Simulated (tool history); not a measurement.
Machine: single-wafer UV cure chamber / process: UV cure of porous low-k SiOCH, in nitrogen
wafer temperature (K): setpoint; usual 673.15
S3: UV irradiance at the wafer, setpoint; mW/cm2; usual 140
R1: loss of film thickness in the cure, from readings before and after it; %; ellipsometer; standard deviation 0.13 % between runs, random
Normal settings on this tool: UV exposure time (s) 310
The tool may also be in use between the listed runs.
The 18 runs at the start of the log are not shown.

At day 42.138: quartz window cleaned.
Run 19, day 45.425: usual settings. Result: R1 14.871 %.
Run 20, day 48.067: usual settings but UV exposure time (s) 440, S3 109 mW/cm2. Result: R1 15.329 %.
Run 21, day 51.046: usual settings but wafer temperature (K) 688.15. Result: R1 14.939 %.
Run 22, day 53.567: usual settings but wafer temperature (K) 686.15, UV exposure time (s) 475. Result: R1 17.653 %.
At day 56.317: UV bulbs replaced.
Run 23, day 56.338: usual settings but wafer temperature (K) 658.15, S3 168 mW/cm2. Result: R1 15.359 %.
Run 24, day 57.108: usual settings but wafer temperature (K) 656.15, UV exposure time (s) 360. Result: R1 15.174 %.
Run 25, day 59.129: usual settings but UV exposure time (s) 225, S3 125 mW/cm2. Result: R1 12.739 %.
Run 26, day 61.333: usual settings but S3 121 mW/cm2. Result: R1 14.108 %.
Run 27, day 62.942: usual settings but UV exposure time (s) 455, S3 120 mW/cm2. Result: R1 16.305 %.
Run 28, day 64.062: usual settings but wafer temperature (K) 683.15, UV exposure time (s) 395, S3 126 mW/cm2. Result: R1 15.620 %.
At day 65.175: quartz window cleaned.
Run 29, day 66.800: usual settings. Result: R1 14.813 %.
Run 30, day 68.250: usual settings but UV exposure time (s) 485. Result: R1 17.377 %.
Run 31, day 70.179: usual settings but wafer temperature (K) 657.15, S3 118 mW/cm2. Result: R1 13.705 %.
Run 32, day 72.996: usual settings but wafer temperature (K) 685.15, S3 180 mW/cm2. Result: R1 16.338 %.
Run 33, day 74.754: usual settings but UV exposure time (s) 195, S3 161 mW/cm2. Result: R1 13.253 %.
Run 34, day 76.233: usual settings but wafer temperature (K) 655.15, UV exposure time (s) 150, S3 169 mW/cm2. Result: R1 11.895 %.
Run 35, day 78.983: usual settings but wafer temperature (K) 660.15, UV exposure time (s) 210, S3 161 mW/cm2. Result: R1 13.594 %.
Run 36, day 85.667: usual settings. Result: R1 14.775 %.
Run 37, day 87.625: usual settings but wafer temperature (K) 655.15, UV exposure time (s) 490, S3 166 mW/cm2. Result: R1 17.440 %.
Run 38, day 89.233: usual settings but wafer temperature (K) 688.15. Result: R1 15.257 %.
At day 90.371: quartz window cleaned.
Run 39, day 91.154: usual settings but S3 121 mW/cm2. Result: R1 13.995 %.

What if the next run were any one of these 5? Each begins from the tool's condition after run 39:
Run A, day 91.175: usual settings. Result: R1 ?.
Run B, day 91.175: usual settings but wafer temperature (K) 688.15, UV exposure time (s) 435. Result: R1 ?.
Run C, day 91.175: usual settings but wafer temperature (K) 686.15, UV exposure time (s) 485, S3 176 mW/cm2. Result: R1 ?.
Run D, day 91.175: usual settings but wafer temperature (K) 661.15. Result: R1 ?.
Run E, day 91.175: usual settings but wafer temperature (K) 654.15, UV exposure time (s) 410, S3 170 mW/cm2. Result: R1 ?.

run      R1
  A  14.956
  B  16.967
  C  18.660
  D  14.720
  E  16.985
With no hidden state in the tool, these same runs would have given:
run      R1
  A  14.956
  B  16.967
  C  18.660
  D  14.720
  E  16.985
